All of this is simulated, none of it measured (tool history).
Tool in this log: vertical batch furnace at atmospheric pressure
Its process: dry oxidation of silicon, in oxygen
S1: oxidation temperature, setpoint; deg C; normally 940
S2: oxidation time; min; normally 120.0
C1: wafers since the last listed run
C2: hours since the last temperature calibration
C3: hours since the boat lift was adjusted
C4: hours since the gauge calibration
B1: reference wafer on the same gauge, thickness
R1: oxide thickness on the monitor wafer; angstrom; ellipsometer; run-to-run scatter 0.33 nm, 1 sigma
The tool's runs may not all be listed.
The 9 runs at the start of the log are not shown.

| run | day | S1 | S2 | C1 | C2 | C3 | C4 | B1 | R1 |
|---|---|---|---|---|---|---|---|---|---|
| 10 | 28.975 | 958 | 85.0 | 589 | 1932.1 | 1121.4 | 2168.0 | 84.56 | 656.9 |
| 11 | 30.929 | 958 | 85.0 | 447 | 1979.0 | 1168.3 | 2214.9 | 84.53 | 652.3 |
| 12 | 33.650 | 958 | 85.0 | 622 | 2044.3 | 1233.6 | 2280.2 | 84.58 | 653.2 |
| 13 | 35.271 | 940 | 120.0 | 370 | 2083.2 | 1272.5 | 2319.1 | 84.50 | 711.2 |
| 14 | 38.579 | 940 | 120.0 | 756 | 2162.6 | 1351.9 | 2398.5 | 84.43 | 709.9 |
| 15 | 41.329 | 940 | 120.0 | 629 | 2228.6 | 1417.9 | 2464.5 | 84.40 | 713.5 |
| 16 | 45.300 | 926 | 71.5 | 908 | 2323.9 | 1513.2 | 2559.8 | 84.53 | 438.7 |
|  | 47.458 | gauge calibrated |
| 17 | 48.475 | 931 | 91.5 | 726 | 2400.1 | 1589.4 | 24.4 | 84.52 | 541.7 |
| 18 | 52.788 | 940 | 120.0 | 986 | 2503.6 | 1692.9 | 127.9 | 84.55 | 706.7 |
|  | 55.917 | boat lift adjusted |
| 19 | 55.938 | 940 | 120.0 | 491 | 2579.2 | 0.5 | 203.5 | 84.54 | 731.8 |
| 20 | 58.233 | 940 | 177.0 | 525 | 2634.3 | 55.6 | 258.6 | 84.54 | 959.0 |
|  | 62.488 | thermocouples replaced and temperature profile calibrated |
| 21 | 65.529 | 940 | 90.5 | 1440 | 73.0 | 230.7 | 433.7 | 84.50 | 587.7 |
| 22 | 67.833 | 951 | 67.5 | 527 | 128.3 | 286.0 | 489.0 | 84.45 | 527.9 |
| 23 | 69.508 | 927 | 63.5 | 383 | 168.5 | 326.2 | 529.2 | 84.50 | 413.8 |
| 24 | 71.071 | 915 | 69.0 | 357 | 206.0 | 363.7 | 566.7 | 84.47 | 389.4 |
| 25 | 74.796 | 940 | 120.0 | 852 | 295.4 | 453.1 | 656.1 | 84.51 | 717.8 |
| 26 | 78.438 | 940 | 63.5 | 833 | 382.8 | 540.5 | 743.5 | 84.43 | 462.2 |
| 27 | 81.458 | 954 | 120.0 | 691 | 455.3 | 613.0 | 816.0 | 84.48 | 794.0 |
| 28 | 83.871 | 940 | 153.5 | 551 | 513.2 | 670.9 | 873.9 | 84.45 | 846.8 |
| 29 | 86.979 | 925 | 148.5 | 711 | 587.8 | 745.5 | 948.5 | 84.40 | 730.4 |
| 30 | 89.967 | 922 | 92.5 | 683 | 659.5 | 817.2 | 1020.2 | 84.56 | 511.2 |

What if the next run were any one of these 5? Each begins from the tool's condition after run 30:
| A | 90.200 | 940 | 120.0 | 53 | 665.1 | 822.8 | 1025.8 | ? | ? |
| B | 90.200 | 952 | 85.5 | 53 | 665.1 | 822.8 | 1025.8 | ? | ? |
| C | 90.200 | 932 | 140.0 | 53 | 665.1 | 822.8 | 1025.8 | ? | ? |
| D | 90.200 | 964 | 174.0 | 53 | 665.1 | 822.8 | 1025.8 | ? | ? |
| E | 90.200 | 964 | 145.0 | 53 | 665.1 | 822.8 | 1025.8 | ? | ? |

| run | B1 | R1 |
|---|---|---|
| A | 84.51 | 717.0 |
| B | 84.51 | 627.4 |
| C | 84.51 | 745.7 |
| D | 84.51 | 1109.6 |
| E | 84.51 | 984.6 |
What these runs would have given with no unlogged condition in the tool:
| run | R1 |
|---|---|
| A | 713.0 |
| B | 623.9 |
| C | 741.4 |
| D | 1104.1 |
| E | 979.6 |
